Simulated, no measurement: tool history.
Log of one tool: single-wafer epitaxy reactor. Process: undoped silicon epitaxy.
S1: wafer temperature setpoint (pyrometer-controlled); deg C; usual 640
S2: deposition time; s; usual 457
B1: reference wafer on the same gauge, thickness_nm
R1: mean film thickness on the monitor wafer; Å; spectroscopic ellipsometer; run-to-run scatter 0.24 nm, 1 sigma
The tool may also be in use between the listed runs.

run     day   S1   S2      B1      R1
  1   0.000  636  457  55.893  634.41
  2   1.338  636  457  55.900  633.74
  3   2.196  636  457  55.826  628.15
  4   3.000  640  457  55.888  688.71
  5   3.729  640  457  55.881  681.74
  6   4.504  640  457  55.826  682.33
      4.554  -- gauge calibrated
  7   5.142  640  457  55.898  681.27
  8   5.938  629  513  55.959  615.46
  9   7.233  628  416  55.872  493.92
 10   8.442  633  504  55.881  652.75
      9.133  -- pyrometer calibrated
 11   9.192  647  416  55.966  569.11
 12  10.688  646  457  55.891  614.04
 13  11.492  640  526  55.861  630.37
     11.692  -- gauge calibrated
     11.846  -- pyrometer calibrated, repeated, since the last time left the tool worse
 14  12.188  640  457  55.982  643.51
 15  13.638  625  526  55.924  557.74

4 options for the next run, each taken on its own from the tool as it stands now. Forecast them:
  A  13.658  640  511   ?   ?
  B  13.658  636  396   ?   ?
  C  13.658  632  492   ?   ?
  D  13.658  640  373   ?   ?

run      B1      R1
  A  55.894  727.30
  B  55.894  521.11
  C  55.894  598.23
  D  55.894  530.89
Stripped of hidden state, with their random variation kept, the same runs would have yielded:
run      R1
  A  703.46
  B  503.90
  C  578.33
  D  513.49

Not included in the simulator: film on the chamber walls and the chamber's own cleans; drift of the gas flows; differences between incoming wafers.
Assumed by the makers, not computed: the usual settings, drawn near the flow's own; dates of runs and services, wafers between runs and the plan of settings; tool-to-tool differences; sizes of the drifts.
